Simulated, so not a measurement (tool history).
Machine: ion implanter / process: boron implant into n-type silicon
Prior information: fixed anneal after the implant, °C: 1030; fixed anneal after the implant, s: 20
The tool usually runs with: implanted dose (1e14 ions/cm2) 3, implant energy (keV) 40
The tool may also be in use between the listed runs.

| run | hour | implanted dose (1e14 ions/cm2) | implant energy (keV) | read-back reference wafer on the same gauge, sheet resistance | sheet resistance of the implanted and annealed layer (ohm/square) |
|---|---|---|---|---|---|
| 1 | 0 | 2.61 | 40 | 280.02 | 317.23 |
| 2 | 49.4 | 2.61 | 40 | 279.92 | 317.83 |
| 3 | 155.6 | 2.61 | 40 | 280 | 317.06 |
| 4 | 216 | 3.48 | 35 | 280.17 | 255.1 |
| 5 | 289.6 | 3.48 | 35 | 279.99 | 255.82 |
| 6 | 328 | 3 | 34.5 | 280.08 | 286.85 |
| 7 | 539.4 | 3 | 37 | 279.92 | 284.69 |
| 8 | 623.6 | 3 | 40 | 279.77 | 281.65 |
| 9 | 694 | 3 | 40 | 279.86 | 280.85 |
|  | 747.3 | extraction supply calibrated |
| 10 | 760.8 | 3 | 40 | 280.15 | 279.41 |
|  | 780.7 | gauge calibrated |
|  | 790 | Faraday cup replaced and dose calibrated |
| 11 | 817 | 3.41 | 36.5 | 280.18 | 259.16 |
| 12 | 894.1 | 3.45 | 29 | 280.16 | 264.58 |
| 13 | 963.5 | 3 | 54 | 279.72 | 275.81 |
| 14 | 1042.1 | 3.27 | 29 | 280.13 | 276.53 |
| 15 | 1137.2 | 3.58 | 45.5 | 279.88 | 243.73 |
| 16 | 1174.7 | 3.69 | 46.5 | 280 | 237.35 |
| 17 | 1229.8 | 2.62 | 46.5 | 280.05 | 312.99 |
| 18 | 1327 | 3.51 | 28 | 280.15 | 260.22 |
| 19 | 1372.2 | 3 | 40 | 280.04 | 284.43 |
| 20 | 1460.9 | 2.62 | 46.5 | 280.02 | 310.28 |
| 21 | 1566 | 3.63 | 46.5 | 279.78 | 239.13 |

Consider 5 possible next runs. They are alternatives, not a sequence: every one starts from the tool as it was left by run 21. What does each give?
| A | 1566.4 | 3 | 40 | ? | ? |
| B | 1566.4 | 3.63 | 28 | ? | ? |
| C | 1566.4 | 3.25 | 40 | ? | ? |
| D | 1566.4 | 3.44 | 40 | ? | ? |
| E | 1566.4 | 2.13 | 28.5 | ? | ? |

| run | read-back reference wafer on the same gauge, sheet resistance | sheet resistance of the implanted and annealed layer (ohm/square) |
|---|---|---|
| A | 279.97 | 284.07 |
| B | 279.97 | 252.93 |
| C | 279.97 | 266.27 |
| D | 279.97 | 254.23 |
| E | 279.97 | 388.06 |
Without the tool's hidden state the same runs would have given:
| run | sheet resistance of the implanted and annealed layer (ohm/square) |
|---|---|
| A | 286.19 |
| B | 254.84 |
| C | 268.28 |
| D | 256.16 |
| E | 390.91 |

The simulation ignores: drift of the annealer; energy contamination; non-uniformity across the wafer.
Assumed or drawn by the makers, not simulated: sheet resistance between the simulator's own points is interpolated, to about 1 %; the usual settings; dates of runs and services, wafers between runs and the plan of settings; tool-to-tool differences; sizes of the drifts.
